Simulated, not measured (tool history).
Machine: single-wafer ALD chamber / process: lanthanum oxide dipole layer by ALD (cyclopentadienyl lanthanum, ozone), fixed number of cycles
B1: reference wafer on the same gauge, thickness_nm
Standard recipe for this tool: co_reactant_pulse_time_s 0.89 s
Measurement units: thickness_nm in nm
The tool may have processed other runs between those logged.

Run 1, hour 0.0: usual settings but co_reactant_pulse_time_s 0.97 s; B1 0.450. Result: thickness_nm 0.501 nm.
Run 2, hour 34.6: usual settings; B1 0.449. Result: thickness_nm 0.486 nm.
Run 3, hour 58.7: usual settings; B1 0.450. Result: thickness_nm 0.487 nm.
Run 4, hour 77.6: usual settings; B1 0.450. Result: thickness_nm 0.486 nm.
Run 5, hour 90.7: usual settings; B1 0.450. Result: thickness_nm 0.486 nm.
Run 6, hour 106.0: usual settings but co_reactant_pulse_time_s 0.65 s; B1 0.450. Result: thickness_nm 0.444 nm.
Run 7, hour 124.5: usual settings but co_reactant_pulse_time_s 0.63 s; B1 0.450. Result: thickness_nm 0.440 nm.
Run 8, hour 152.3: usual settings but co_reactant_pulse_time_s 0.63 s; B1 0.450. Result: thickness_nm 0.440 nm.
Run 9, hour 176.2: usual settings but co_reactant_pulse_time_s 0.63 s; B1 0.450. Result: thickness_nm 0.439 nm.
Run 10, hour 191.4: usual settings but co_reactant_pulse_time_s 0.77 s; B1 0.450. Result: thickness_nm 0.464 nm.
Run 11, hour 207.1: usual settings but co_reactant_pulse_time_s 0.77 s; B1 0.450. Result: thickness_nm 0.464 nm.
Run 12, hour 262.5: usual settings but co_reactant_pulse_time_s 0.77 s; B1 0.450. Result: thickness_nm 0.464 nm.
Run 13, hour 286.9: usual settings but co_reactant_pulse_time_s 1.18 s; B1 0.450. Result: thickness_nm 0.518 nm.
At hour 312.2: showerhead replaced.
At hour 314.1: thermocouple changed; heater temperature recalibrated.
Run 14, hour 314.6: usual settings but co_reactant_pulse_time_s 0.98 s; B1 0.450. Result: thickness_nm 0.493 nm.
At hour 356.8: gauge calibrated.
At hour 395.7: ozone generator serviced.
Run 15, hour 405.8: usual settings but co_reactant_pulse_time_s 0.70 s; B1 0.450. Result: thickness_nm 0.459 nm.
Run 16, hour 424.8: usual settings but co_reactant_pulse_time_s 1.12 s; B1 0.450. Result: thickness_nm 0.517 nm.
Run 17, hour 454.6: usual settings but co_reactant_pulse_time_s 0.61 s; B1 0.449. Result: thickness_nm 0.437 nm.
Run 18, hour 467.3: usual settings but co_reactant_pulse_time_s 0.73 s; B1 0.450. Result: thickness_nm 0.463 nm.
Run 19, hour 495.2: usual settings but co_reactant_pulse_time_s 1.24 s; B1 0.450. Result: thickness_nm 0.527 nm.
Run 20, hour 529.2: usual settings; B1 0.450. Result: thickness_nm 0.488 nm.
Run 21, hour 561.4: usual settings but co_reactant_pulse_time_s 0.71 s; B1 0.450. Result: thickness_nm 0.458 nm.
Run 22, hour 589.7: usual settings but co_reactant_pulse_time_s 0.71 s; B1 0.450. Result: thickness_nm 0.454 nm.
Run 23, hour 607.1: usual settings but co_reactant_pulse_time_s 0.66 s; B1 0.450. Result: thickness_nm 0.447 nm.
Run 24, hour 626.7: usual settings but co_reactant_pulse_time_s 1.02 s; B1 0.450. Result: thickness_nm 0.502 nm.
Run 25, hour 652.9: usual settings but co_reactant_pulse_time_s 1.21 s; B1 0.450. Result: thickness_nm 0.523 nm.

Difference, measured minus no-hidden-state, one row per run. Run-to-run variation is common to both terms; the gauge's own scatter need not be:
Hidden state at play: wafer temperature above the value expected at the setpoint (K); ozone dose above that of a generator just serviced (%); gauge reads high (%).
run  thickness_nm
  1        -0.004
  2        -0.005
  3        -0.006
  4        -0.006
  5        -0.006
  6        -0.008
  7        -0.009
  8        -0.009
  9        -0.011
 10        -0.010
 11        -0.010
 12        -0.012
 13        -0.009
 14        -0.012
 15        -0.003
 16        -0.004
 17        -0.005
 18        -0.005
 19        -0.004
 20        -0.007
 21        -0.008
 22        -0.009
 23        -0.009
 24        -0.008
 25        -0.008
